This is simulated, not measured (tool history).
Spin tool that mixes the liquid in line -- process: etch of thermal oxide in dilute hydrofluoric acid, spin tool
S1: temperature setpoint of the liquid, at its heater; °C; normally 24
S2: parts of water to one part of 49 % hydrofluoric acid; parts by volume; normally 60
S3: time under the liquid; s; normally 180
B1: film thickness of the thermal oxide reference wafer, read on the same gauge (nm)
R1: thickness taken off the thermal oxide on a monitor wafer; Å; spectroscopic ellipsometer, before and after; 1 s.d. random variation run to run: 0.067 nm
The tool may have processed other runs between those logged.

| run | day | S1 | S2 | S3 | B1 | R1 |
|---|---|---|---|---|---|---|
| 1 | 0 | 24 | 60 | 180 | 30 | 147.1 |
| 2 | 3.212 | 24 | 60 | 180 | 30.06 | 147.7 |
|  | 4.471 | thermometer replaced |
| 3 | 6.242 | 24 | 60 | 95 | 30 | 82.7 |
| 4 | 9.258 | 24 | 60 | 95 | 30 | 82.1 |
| 5 | 10.767 | 24 | 60 | 95 | 29.99 | 82.8 |
| 6 | 14.392 | 24 | 75 | 180 | 30.01 | 122.8 |
| 7 | 16.788 | 24 | 75 | 180 | 30 | 122.6 |
| 8 | 19.358 | 20.5 | 60 | 180 | 29.99 | 134.8 |
| 9 | 22.692 | 20.5 | 60 | 180 | 29.98 | 135.4 |
| 10 | 26.579 | 24 | 60 | 140 | 30.01 | 122 |
| 11 | 30.121 | 24 | 60 | 140 | 30.04 | 120.6 |
| 12 | 32.525 | 24 | 60 | 140 | 30.04 | 121.2 |
| 13 | 37.479 | 24 | 60 | 180 | 30 | 154.4 |
| 14 | 42.238 | 20.5 | 40 | 125 | 30 | 142 |
|  | 43.275 | hydrofluoric acid flow meter replaced |
| 15 | 45.138 | 24 | 60 | 180 | 29.98 | 149 |
| 16 | 48.417 | 26.5 | 90 | 85 | 29.99 | 49.8 |
| 17 | 51.138 | 24 | 60 | 180 | 29.99 | 148.6 |
| 18 | 52.696 | 27 | 35 | 290 | 30.01 | 478.8 |
| 19 | 55.779 | 24 | 60 | 180 | 29.96 | 148.1 |
| 20 | 60.071 | 27.5 | 35 | 235 | 30.02 | 397.9 |
|  | 63.458 | gauge calibrated |
| 21 | 63.812 | 28 | 35 | 130 | 30 | 222.4 |
| 22 | 67.467 | 24 | 60 | 180 | 30 | 146.6 |
|  | 70.033 | thermometer replaced |
| 23 | 70.933 | 24 | 45 | 260 | 29.99 | 304.6 |
| 24 | 73.15 | 24 | 60 | 180 | 29.99 | 155.1 |
| 25 | 76.025 | 29 | 60 | 285 | 29.98 | 301.4 |
| 26 | 86.492 | 19.5 | 30 | 280 | 29.99 | 410.2 |
| 27 | 90.462 | 26.5 | 75 | 260 | 29.98 | 192.7 |

Each row is a separate what-if for the run after 27, all from the same tool condition, not one after another. Results?
| A | 90.483 | 24 | 60 | 180 | ? | ? |
| B | 90.483 | 21 | 70 | 130 | ? | ? |
| C | 90.483 | 28.5 | 50 | 250 | ? | ? |

| run | B1 | R1 |
|---|---|---|
| A | 29.97 | 155.2 |
| B | 29.97 | 83.9 |
| C | 29.97 | 314.6 |
Without the tool's hidden state the same runs would have given:
| run | R1 |
|---|---|
| A | 154.7 |
| B | 83.6 |
| C | 313.3 |

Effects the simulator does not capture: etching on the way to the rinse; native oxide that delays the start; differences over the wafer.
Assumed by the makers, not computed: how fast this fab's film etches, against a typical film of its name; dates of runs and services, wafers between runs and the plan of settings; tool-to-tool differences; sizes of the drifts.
